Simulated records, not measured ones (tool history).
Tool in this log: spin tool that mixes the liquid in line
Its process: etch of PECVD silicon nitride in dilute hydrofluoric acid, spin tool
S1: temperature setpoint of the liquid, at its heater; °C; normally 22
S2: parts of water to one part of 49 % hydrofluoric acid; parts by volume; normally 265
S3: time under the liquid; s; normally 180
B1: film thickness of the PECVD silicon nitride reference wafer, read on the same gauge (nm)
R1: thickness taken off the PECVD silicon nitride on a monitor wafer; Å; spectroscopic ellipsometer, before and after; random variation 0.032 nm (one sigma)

run,hour,S1,S2,S3,B1,R1
1,0,22,190,180,130.033,43.05
2,8.4,22,190,180,130.006,43.41
3,24.4,22,190,180,130.016,43.66
4,30.6,22,265,180,129.996,31.26
5,37.4,25,265,180,130.014,37.04
6,49.8,22,265,180,130.008,31.09
7,65.9,22,265,180,130.01,30.85
8,79.1,22,265,180,129.993,30.69
# hour 81.8: gauge calibrated
# hour 86.3: hydrofluoric acid flow meter replaced
9,86.7,22,265,270,130.022,51.13
10,93.5,22,205,120,129.971,29.34
11,104.8,25.5,170,215,129.998,79.16
12,118.6,24.5,215,95,130.009,25.76
13,131.5,22,265,180,130.038,33.96
14,147.7,22,175,180,129.98,50.49
# hour 150.6: thermometer replaced
15,165.1,22,265,180,130.043,33.95
16,171.6,22,265,180,129.973,33.81
17,182.4,26,380,225,130.001,36.96
18,198.2,22,325,180,130.009,27.07

Pick out some run-to-run changes in R1. Of each, how much would a tool without hidden state show as well, from the settings, what came in and chance, and how much is left for the hidden state and any gauge scatter not in both results compared?
What the log doesn't record here: liquid colder than its thermometer reads (K); hydrofluoric acid flow below the setpoint (%); gauge reads high (%).
Run 8 -> 9: S3 180 -> 270, gauge calibrated, hydrofluoric acid flow meter replaced. R1 +20.44 Å: hidden state +3.27, all else +17.17.
Run 11 -> 12: S1 25.5 -> 24.5, S2 170 -> 215, S3 215 -> 95. R1 -53.4 Å: hidden state +0.49, all else -53.89.

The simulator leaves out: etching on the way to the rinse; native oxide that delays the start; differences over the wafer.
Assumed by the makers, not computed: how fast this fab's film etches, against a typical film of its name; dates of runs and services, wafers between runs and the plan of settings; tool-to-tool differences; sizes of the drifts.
